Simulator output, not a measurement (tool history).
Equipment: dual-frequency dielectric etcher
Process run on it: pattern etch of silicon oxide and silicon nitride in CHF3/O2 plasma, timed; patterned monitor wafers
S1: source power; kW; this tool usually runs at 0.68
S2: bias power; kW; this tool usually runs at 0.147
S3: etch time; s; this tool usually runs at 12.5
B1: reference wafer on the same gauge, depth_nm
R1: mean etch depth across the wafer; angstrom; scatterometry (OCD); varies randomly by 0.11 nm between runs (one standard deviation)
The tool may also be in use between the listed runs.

run     day    S1     S2    S3     B1     R1
  1       0  0.68  0.147   9.5  18.78  143.6
  2   1.117  0.68  0.147  12.5   18.8  189.7
  3   2.492  0.68  0.147  12.5  18.85  191.5
  4   3.854  0.68  0.147  12.5  18.85  190.1
  5   4.462  0.68  0.147  14.5  18.75    219
      5.229  -- source power generator calibrated
  6   5.758  0.68  0.147  14.5  18.77  225.4
  7   6.867  0.68  0.147  14.5  18.77  225.2
  8   8.288  0.68  0.147  12.5  18.77  193.6
  9   9.579  0.57  0.147  16.5  18.77  231.3
 10  10.638  0.68  0.147  14.5  18.76  226.2
 11  12.008  0.77  0.147  12.5  18.79  208.1
     13.629  -- wet clean of the chamber
 12   13.65  0.72  0.176    14   18.8  230.7
 13  14.188  0.58  0.147    10  18.78    136
 14  14.925  0.74  0.122     9  18.81  131.7
 15  15.792  0.82  0.112  10.5  18.79  156.2
     17.054  -- bias power generator calibrated
     17.408  -- upper electrode replaced
 16  17.429  0.56  0.163    15  18.78  211.1
     19.167  -- gauge calibrated
 17  21.508  0.68  0.147  11.5  18.79  174.1
 18  22.167  0.68  0.147  12.5  18.83  188.9
 19  22.762  0.68  0.147    16  18.82  243.7
 20   24.15  0.68  0.147    10   18.8  151.9
 21  24.704  0.68  0.147     9  18.86  137.6
 22  25.229  0.75  0.172    15   18.8  258.5
 23  26.017  0.56  0.128  12.5  18.76    163
 24   26.95  0.85  0.147  10.5  18.77  181.2
 25  28.246  0.68  0.178  12.5   18.8  206.4
 26  29.146  0.58  0.147    14  18.79  195.2
 27  29.992  0.68  0.147   9.5  18.74  147.7
 28  30.783  0.68  0.147  12.5  18.79  194.6
 29  31.858   0.8  0.137    14  18.83  231.4
 30  33.129  0.68  0.181  12.5  18.79  212.1

Forecast each of these 4 alternatives for the next run:
  A  33.146  0.68  0.147  12.5   ?   ?
  B  33.146  0.81  0.131  12.5   ?   ?
  C  33.146  0.61  0.117    10   ?   ?
  D  33.146  0.57  0.134  12.5   ?   ?

run     B1     R1
  A  18.82  196.8
  B  18.82    207
  C  18.82  134.9
  D  18.82  170.9
With no hidden state in the tool, these same runs would have given:
run     R1
  A    188
  B  197.7
  C  128.8
  D  163.2

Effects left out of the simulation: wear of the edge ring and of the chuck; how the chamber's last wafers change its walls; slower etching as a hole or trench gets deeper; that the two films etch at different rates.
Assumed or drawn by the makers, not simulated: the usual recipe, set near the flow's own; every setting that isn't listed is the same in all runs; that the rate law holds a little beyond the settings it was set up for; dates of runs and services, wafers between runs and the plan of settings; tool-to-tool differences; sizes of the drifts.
